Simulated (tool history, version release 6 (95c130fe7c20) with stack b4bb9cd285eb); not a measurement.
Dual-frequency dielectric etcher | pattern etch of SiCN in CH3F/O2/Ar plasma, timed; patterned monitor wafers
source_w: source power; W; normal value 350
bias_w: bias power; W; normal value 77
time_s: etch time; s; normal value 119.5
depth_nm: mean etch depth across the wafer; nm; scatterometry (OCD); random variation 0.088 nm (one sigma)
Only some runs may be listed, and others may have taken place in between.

run   hour  source_w  bias_w  time_s  wafers since the last listed run  hours since the last wet clean  hours since the last source power generator calibration  hours since the last bias power generator calibration  hours since the last upper electrode change  hours since the gauge calibration  read-back reference wafer on the same gauge, depth_nm  depth_nm
  1    0.0       350      77   119.5                                 0                           274.5                                                   2607.0                                                 1222.6                                       5753.6                               14.2                                                  44.20     45.27
  2   20.0       350      77   119.5                               163                           294.5                                                   2627.0                                                 1242.6                                       5773.6                               34.2                                                  44.20     45.14
  3   45.2       390      77   119.5                               206                           319.7                                                   2652.2                                                 1267.8                                       5798.8                               59.4                                                  44.20     47.22
  4   69.2       390      77   119.5                               196                           343.7                                                   2676.2                                                 1291.8                                       5822.8                               83.4                                                  44.21     47.11
  5   99.9       350      77   119.5                               251                           374.4                                                   2706.9                                                 1322.5                                       5853.5                              114.1                                                  44.20     45.16
  6  114.9       350      77   119.5                               122                           389.4                                                   2721.9                                                 1337.5                                       5868.5                              129.1                                                  44.21     45.18
  7  138.7       350      69   119.5                               194                           413.2                                                   2745.7                                                 1361.3                                       5892.3                              152.9                                                  44.20     42.32
  8  151.5       350      77   119.5                               104                           426.0                                                   2758.5                                                 1374.1                                       5905.1                              165.7                                                  44.20     45.15
  9  181.9       350      77   119.5                               248                           456.4                                                   2788.9                                                 1404.5                                       5935.5                              196.1                                                  44.22     45.26
     189.8  -- bias power generator calibrated
 10  202.3       350      77   119.5                               134                           476.8                                                   2809.3                                                   12.5                                       5955.9                              216.5                                                  44.21     46.32

Run 11 comes next. What will it give?
 11  232.8       350      66   155.5                               249                           507.3                                                   2839.8                                                   43.0                                       5986.4                              247.0                                                      ?         ?

read-back reference wafer on the same gauge, depth_nm: 44.20
depth_nm: 54.92 nm
Had the tool carried no hidden state, the very same run would have given depth_nm 54.47 nm.
